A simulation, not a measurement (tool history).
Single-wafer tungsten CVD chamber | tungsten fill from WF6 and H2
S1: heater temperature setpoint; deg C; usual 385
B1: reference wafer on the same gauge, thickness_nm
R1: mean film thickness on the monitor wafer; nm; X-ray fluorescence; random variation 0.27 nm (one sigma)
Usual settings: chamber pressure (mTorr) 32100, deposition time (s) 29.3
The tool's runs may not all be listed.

Run 1, hour 0: usual settings; B1 57.752. Result: R1 64.451 nm.
At hour 29.2: gauge calibrated.
Run 2, hour 83: usual settings; B1 57.831. Result: R1 64.099 nm.
Run 3, hour 391.8: usual settings; B1 57.773. Result: R1 64.568 nm.
Run 4, hour 442: usual settings; B1 57.852. Result: R1 64.847 nm.
Run 5, hour 483.1: usual settings; B1 57.775. Result: R1 64.514 nm.
Run 6, hour 552.9: usual settings; B1 57.795. Result: R1 64.73 nm.
Run 7, hour 607.9: usual settings; B1 57.815. Result: R1 64.748 nm.
Run 8, hour 713.3: usual settings; B1 57.779. Result: R1 64.711 nm.
Run 9, hour 806.7: usual settings; B1 57.826. Result: R1 63.943 nm.
Run 10, hour 901.8: usual settings; B1 57.815. Result: R1 64.455 nm.
Run 11, hour 995.9: usual settings; B1 57.801. Result: R1 64.498 nm.
Run 12, hour 1094.2: usual settings but chamber pressure (mTorr) 37200; B1 57.804. Result: R1 72.097 nm.
Run 13, hour 1177.8: usual settings but chamber pressure (mTorr) 37200; B1 57.81. Result: R1 71.956 nm.
Run 14, hour 1243.8: usual settings but chamber pressure (mTorr) 37200; B1 57.773. Result: R1 71.777 nm.
Run 15, hour 1295.1: usual settings; B1 57.808. Result: R1 63.797 nm.
Run 16, hour 1356.8: usual settings but chamber pressure (mTorr) 25800; B1 57.713. Result: R1 53.06 nm.
At hour 1372.4: capacitance manometer re-zeroed and calibrated.
Run 17, hour 1440.1: usual settings but chamber pressure (mTorr) 28400; B1 57.842. Result: R1 57.757 nm.
Run 18, hour 1531.2: usual settings but S1 372 deg C, chamber pressure (mTorr) 29500, deposition time (s) 23.4; B1 57.824. Result: R1 35.323 nm.
At hour 1549: showerhead replaced.
Run 19, hour 1579.2: usual settings but S1 370 deg C, chamber pressure (mTorr) 29600, deposition time (s) 34.3; B1 57.817. Result: R1 49.551 nm.
At hour 1640.1: thermocouple changed; heater temperature recalibrated.
Run 20, hour 1665.6: usual settings; B1 57.805. Result: R1 64.179 nm.
Run 21, hour 1765.3: usual settings but chamber pressure (mTorr) 36600, deposition time (s) 25.4; B1 57.758. Result: R1 61.473 nm.
At hour 1890.8: gauge calibrated.
Run 22, hour 2010.4: usual settings but S1 398 deg C, chamber pressure (mTorr) 26000; B1 57.78. Result: R1 70.732 nm.
Run 23, hour 2050.6: usual settings but S1 372 deg C, chamber pressure (mTorr) 29500, deposition time (s) 23.4; B1 57.798. Result: R1 34.989 nm.
Run 24, hour 2139.3: usual settings but S1 376 deg C, chamber pressure (mTorr) 38000; B1 57.822. Result: R1 59.367 nm.
Run 25, hour 2194.4: usual settings but S1 399 deg C; B1 57.806. Result: R1 87.635 nm.
Run 26, hour 2271.7: usual settings; B1 57.791. Result: R1 64.6 nm.
Run 27, hour 2355.9: usual settings but S1 399 deg C; B1 57.755. Result: R1 87.789 nm.
Run 28, hour 2402: usual settings but S1 380 deg C, deposition time (s) 24.9; B1 57.775. Result: R1 49.255 nm.
Run 29, hour 2488.4: usual settings but S1 372 deg C, chamber pressure (mTorr) 39600; B1 57.827. Result: R1 55.365 nm.
Run 30, hour 2525.6: usual settings but S1 371 deg C; B1 57.854. Result: R1 46.696 nm.
Run 31, hour 2628.8: usual settings but S1 375 deg C; B1 57.829. Result: R1 51.145 nm.

3 ways to go on from here, each from the tool as it stands after run 31. What would each give?
Run A, hour 2629.2: usual settings; B1 ?. Result: R1 ?.
Run B, hour 2629.2: usual settings but S1 393 deg C, chamber pressure (mTorr) 24300; B1 ?. Result: R1 ?.
Run C, hour 2629.2: usual settings but chamber pressure (mTorr) 39900, deposition time (s) 26.1; B1 ?. Result: R1 ?.

run      B1      R1
  A  57.774  64.474
  B  57.774  59.524
  C  57.774  67.459
Without the tool's hidden state the same runs would have given:
run      R1
  A  64.474
  B  59.524
  C  67.459

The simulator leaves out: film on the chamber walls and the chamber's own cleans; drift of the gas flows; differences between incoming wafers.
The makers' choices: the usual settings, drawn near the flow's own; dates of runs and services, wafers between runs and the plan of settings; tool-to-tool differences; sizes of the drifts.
